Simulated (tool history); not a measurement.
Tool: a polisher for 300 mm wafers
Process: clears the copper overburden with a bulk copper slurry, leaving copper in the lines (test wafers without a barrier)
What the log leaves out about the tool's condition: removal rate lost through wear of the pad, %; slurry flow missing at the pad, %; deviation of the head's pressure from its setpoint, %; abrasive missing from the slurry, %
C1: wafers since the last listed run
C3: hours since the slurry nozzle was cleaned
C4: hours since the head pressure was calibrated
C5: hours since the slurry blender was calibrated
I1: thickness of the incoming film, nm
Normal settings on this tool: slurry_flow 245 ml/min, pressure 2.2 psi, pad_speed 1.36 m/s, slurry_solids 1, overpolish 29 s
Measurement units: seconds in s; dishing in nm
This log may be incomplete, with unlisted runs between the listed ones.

run 1 hour=0 | slurry_flow=205 pressure=2.2 pad_speed=1.36 slurry_solids=1 overpolish=29 | C1=0 wafers_polished_on_this_pad=739 C3=487.9 C4=1157.8 C5=466.5 | I1=1260.1 | seconds=161.1 dishing=102.6
-- hour=14 slurry blender recalibrated
run 2 hour=25.2 | slurry_flow=205 pressure=2.2 pad_speed=1.36 slurry_solids=1 overpolish=29 | C1=161 wafers_polished_on_this_pad=901 C3=513.1 C4=1183 C5=11.2 | I1=1252.1 | seconds=154.3 dishing=107.1
run 3 hour=48.8 | slurry_flow=245 pressure=2.2 pad_speed=1.36 slurry_solids=1 overpolish=39 | C1=164 wafers_polished_on_this_pad=1066 C3=536.7 C4=1206.6 C5=34.8 | I1=1243.2 | seconds=152 dishing=120.2
-- hour=68.9 worn pad replaced by a new one
-- hour=77.9 head pressure recalibrated
run 4 hour=84.4 | slurry_flow=245 pressure=2.2 pad_speed=1.36 slurry_solids=1 overpolish=39 | C1=206 wafers_polished_on_this_pad=94 C3=572.3 C4=6.5 C5=70.4 | I1=1241.3 | seconds=154.2 dishing=121.7
run 5 hour=97.6 | slurry_flow=245 pressure=2.2 pad_speed=1.36 slurry_solids=0.85 overpolish=29 | C1=92 wafers_polished_on_this_pad=186 C3=585.5 C4=19.7 C5=83.6 | I1=1246.6 | seconds=160.2 dishing=106.5
run 6 hour=128.9 | slurry_flow=245 pressure=2.2 pad_speed=1.36 slurry_solids=1 overpolish=29 | C1=218 wafers_polished_on_this_pad=404 C3=616.8 C4=51 C5=114.9 | I1=1235.2 | seconds=154 dishing=104
run 7 hour=164.7 | slurry_flow=275 pressure=2.2 pad_speed=1.36 slurry_solids=1 overpolish=29 | C1=249 wafers_polished_on_this_pad=654 C3=652.6 C4=86.8 C5=150.7 | I1=1224.4 | seconds=149.9 dishing=104.5
run 8 hour=188.3 | slurry_flow=245 pressure=2.2 pad_speed=1.36 slurry_solids=1 overpolish=41 | C1=164 wafers_polished_on_this_pad=819 C3=676.2 C4=110.4 C5=174.3 | I1=1237.6 | seconds=152.6 dishing=121.8
run 9 hour=212 | slurry_flow=245 pressure=2.7 pad_speed=1.36 slurry_solids=1 overpolish=29 | C1=165 wafers_polished_on_this_pad=985 C3=699.9 C4=134.1 C5=198 | I1=1255 | seconds=138.2 dishing=117.3
run 10 hour=233.2 | slurry_flow=245 pressure=2.2 pad_speed=1.36 slurry_solids=1 overpolish=29 | C1=148 wafers_polished_on_this_pad=1133 C3=721.1 C4=155.3 C5=219.2 | I1=1236.5 | seconds=153.4 dishing=108
run 11 hour=248.6 | slurry_flow=245 pressure=2.2 pad_speed=1.36 slurry_solids=1 overpolish=29 | C1=107 wafers_polished_on_this_pad=1240 C3=736.5 C4=170.7 C5=234.6 | I1=1250.3 | seconds=163.2 dishing=101.7
run 12 hour=263.6 | slurry_flow=245 pressure=2.2 pad_speed=1.56 slurry_solids=0.75 overpolish=29 | C1=104 wafers_polished_on_this_pad=1345 C3=751.5 C4=185.7 C5=249.6 | I1=1226.2 | seconds=143.2 dishing=110
-- hour=281.1 worn pad replaced by a new one
run 13 hour=295.2 | slurry_flow=245 pressure=2.2 pad_speed=1.36 slurry_solids=1 overpolish=29 | C1=192 wafers_polished_on_this_pad=98 C3=783.1 C4=217.3 C5=281.2 | I1=1254.3 | seconds=158.5 dishing=105.7
run 14 hour=308.8 | slurry_flow=245 pressure=2.2 pad_speed=1.36 slurry_solids=1 overpolish=29 | C1=94 wafers_polished_on_this_pad=193 C3=796.7 C4=230.9 C5=294.8 | I1=1223.5 | seconds=154.3 dishing=105.7
run 15 hour=362.7 | slurry_flow=210 pressure=2.4 pad_speed=1.14 slurry_solids=0.7 overpolish=29 | C1=376 wafers_polished_on_this_pad=569 C3=850.6 C4=284.8 C5=348.7 | I1=1243.9 | seconds=196.4 dishing=95.8
run 16 hour=395.4 | slurry_flow=315 pressure=2.5 pad_speed=1.2 slurry_solids=1 overpolish=24 | C1=228 wafers_polished_on_this_pad=797 C3=883.3 C4=317.5 C5=381.4 | I1=1261.5 | seconds=159.9 dishing=94.3
run 17 hour=423.4 | slurry_flow=245 pressure=2.2 pad_speed=1.66 slurry_solids=1 overpolish=29 | C1=195 wafers_polished_on_this_pad=993 C3=911.3 C4=345.5 C5=409.4 | I1=1249.7 | seconds=134 dishing=114
-- hour=441 slurry nozzle cleaned
-- hour=445 worn pad replaced by a new one
run 18 hour=454.3 | slurry_flow=245 pressure=1.5 pad_speed=1.36 slurry_solids=1 overpolish=42 | C1=180 wafers_polished_on_this_pad=64 C3=13.3 C4=376.4 C5=440.3 | I1=1235.4 | seconds=193.3 dishing=102.7
-- hour=460.3 slurry blender recalibrated
run 19 hour=474.2 | slurry_flow=245 pressure=2.2 pad_speed=1.36 slurry_solids=0.8 overpolish=29 | C1=124 wafers_polished_on_this_pad=189 C3=33.2 C4=396.3 C5=13.9 | I1=1223.5 | seconds=144.6 dishing=109.9
run 20 hour=505.4 | slurry_flow=300 pressure=1.9 pad_speed=1.36 slurry_solids=0.7 overpolish=15 | C1=217 wafers_polished_on_this_pad=407 C3=64.4 C4=427.5 C5=45.1 | I1=1227.4 | seconds=159 dishing=67.9
run 21 hour=535.5 | slurry_flow=245 pressure=2.2 pad_speed=1.66 slurry_solids=1 overpolish=44 | C1=210 wafers_polished_on_this_pad=617 C3=94.5 C4=457.6 C5=75.2 | I1=1242.4 | seconds=117.8 dishing=135.2
run 22 hour=568.4 | slurry_flow=245 pressure=2.2 pad_speed=1.36 slurry_solids=1 overpolish=38 | C1=229 wafers_polished_on_this_pad=847 C3=127.4 C4=490.5 C5=108.1 | I1=1239.6 | seconds=146.5 dishing=120.1
run 23 hour=595.7 | slurry_flow=245 pressure=2.6 pad_speed=1.36 slurry_solids=1 overpolish=29 | C1=190 wafers_polished_on_this_pad=1038 C3=154.7 C4=517.8 C5=135.4 | I1=1256.7 | seconds=136 dishing=115.7
run 24 hour=614.2 | slurry_flow=275 pressure=2.9 pad_speed=1.36 slurry_solids=1 overpolish=39 | C1=129 wafers_polished_on_this_pad=1167 C3=173.2 C4=536.3 C5=153.9 | I1=1241.2 | seconds=120.7 dishing=139.7
run 25 hour=647.1 | slurry_flow=245 pressure=2.2 pad_speed=1.36 slurry_solids=1 overpolish=29 | C1=229 wafers_polished_on_this_pad=1397 C3=206.1 C4=569.2 C5=186.8 | I1=1250 | seconds=149.5 dishing=107.1
-- hour=657.6 worn pad replaced by a new one
run 26 hour=662.6 | slurry_flow=175 pressure=1.7 pad_speed=1.36 slurry_solids=0.85 overpolish=40 | C1=80 wafers_polished_on_this_pad=34 C3=221.6 C4=584.7 C5=202.3 | I1=1219.5 | seconds=196.4 dishing=101.7
run 27 hour=682.9 | slurry_flow=245 pressure=2.2 pad_speed=1.36 slurry_solids=1 overpolish=29 | C1=141 wafers_polished_on_this_pad=176 C3=241.9 C4=605 C5=222.6 | I1=1242.5 | seconds=150 dishing=108.8

Forecast each of these 5 alternatives for the next run:
run A hour=683.4 | slurry_flow=245 pressure=2.2 pad_speed=1.36 slurry_solids=1 overpolish=29 | C1=3 wafers_polished_on_this_pad=180 C3=242.4 C4=605.5 C5=223.1 | I1=1243 | seconds=? dishing=?
run B hour=683.4 | slurry_flow=245 pressure=2.2 pad_speed=1.16 slurry_solids=0.8 overpolish=45 | C1=3 wafers_polished_on_this_pad=180 C3=242.4 C4=605.5 C5=223.1 | I1=1243 | seconds=? dishing=?
run C hour=683.4 | slurry_flow=245 pressure=2.2 pad_speed=1.36 slurry_solids=1.15 overpolish=43 | C1=3 wafers_polished_on_this_pad=180 C3=242.4 C4=605.5 C5=223.1 | I1=1243 | seconds=? dishing=?
run D hour=683.4 | slurry_flow=185 pressure=2.2 pad_speed=1.36 slurry_solids=0.8 overpolish=17 | C1=3 wafers_polished_on_this_pad=180 C3=242.4 C4=605.5 C5=223.1 | I1=1243 | seconds=? dishing=?
run E hour=683.4 | slurry_flow=245 pressure=2.2 pad_speed=1.36 slurry_solids=1 overpolish=45 | C1=3 wafers_polished_on_this_pad=180 C3=242.4 C4=605.5 C5=223.1 | I1=1243 | seconds=? dishing=?

run=A seconds=152.6 dishing=106.2
run=B seconds=184.7 dishing=118.3
run=C seconds=149.4 dishing=125.4
run=D seconds=167.4 dishing=73.3
run=E seconds=152.6 dishing=126.3
The same runs, with their run-to-run variation unchanged, on a tool lacking any hidden condition would have given:
run=A seconds=139.3 dishing=110.8
run=B seconds=168.7 dishing=122.3
run=C seconds=136.3 dishing=128.8
run=D seconds=149.7 dishing=79
run=E seconds=139.3 dishing=129.7

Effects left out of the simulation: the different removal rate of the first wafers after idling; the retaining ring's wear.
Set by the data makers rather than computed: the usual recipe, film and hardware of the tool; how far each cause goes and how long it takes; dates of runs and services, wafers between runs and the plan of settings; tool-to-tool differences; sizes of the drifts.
